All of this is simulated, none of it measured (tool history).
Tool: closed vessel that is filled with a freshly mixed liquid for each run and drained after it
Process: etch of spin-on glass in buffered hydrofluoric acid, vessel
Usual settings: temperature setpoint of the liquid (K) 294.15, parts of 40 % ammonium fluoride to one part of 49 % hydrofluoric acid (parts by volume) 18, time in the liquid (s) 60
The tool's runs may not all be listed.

| run | day | temperature setpoint of the liquid (K) | parts of 40 % ammonium fluoride to one part of 49 % hydrofluoric acid (parts by volume) | time in the liquid (s) | wafers since the last listed run | hours since the thermometer was replaced | hours since the hydrofluoric acid flow meter was replaced | hours since the gauge calibration | read-back film thickness of the spin-on glass reference wafer, read on the same gauge (nm) | thickness taken off the spin-on glass on a monitor wafer (Å) |
|---|---|---|---|---|---|---|---|---|---|---|
| 1 | 0.000 | 294.15 | 18 | 60 | 0 | 753.5 | 1444.2 | 143.1 | 109.99 | 598.6 |
| 2 | 0.512 | 294.15 | 18 | 60 | 1748 | 765.8 | 1456.5 | 155.4 | 110.03 | 603.6 |
| 3 | 3.938 | 294.15 | 18 | 60 | 11684 | 848.0 | 1538.7 | 237.6 | 110.02 | 603.2 |
| 4 | 4.721 | 294.15 | 18 | 35 | 2672 | 866.8 | 1557.5 | 256.4 | 110.04 | 351.4 |
| 5 | 5.412 | 294.15 | 18 | 35 | 2359 | 883.4 | 1574.1 | 273.0 | 110.04 | 352.8 |
| 6 | 6.312 | 294.15 | 18 | 35 | 3070 | 905.0 | 1595.7 | 294.6 | 110.00 | 353.2 |
| 7 | 7.304 | 294.15 | 18 | 60 | 3383 | 928.8 | 1619.5 | 318.4 | 110.02 | 605.7 |
| 8 | 8.450 | 294.15 | 18 | 60 | 3909 | 956.3 | 1647.0 | 345.9 | 109.99 | 597.9 |

Run 9 comes next. What will it give?
|  | 8.921 | hydrofluoric acid flow meter replaced |
| 9 | 9.421 | 290.15 | 18 | 30 | 3169 | 979.6 | 12.0 | 369.2 | ? | ? |

read-back film thickness of the spin-on glass reference wafer, read on the same gauge (nm): 109.98
thickness taken off the spin-on glass on a monitor wafer (Å): 266.7
Without the tool's hidden state the same run would have given thickness taken off the spin-on glass on a monitor wafer (Å) 267.8.
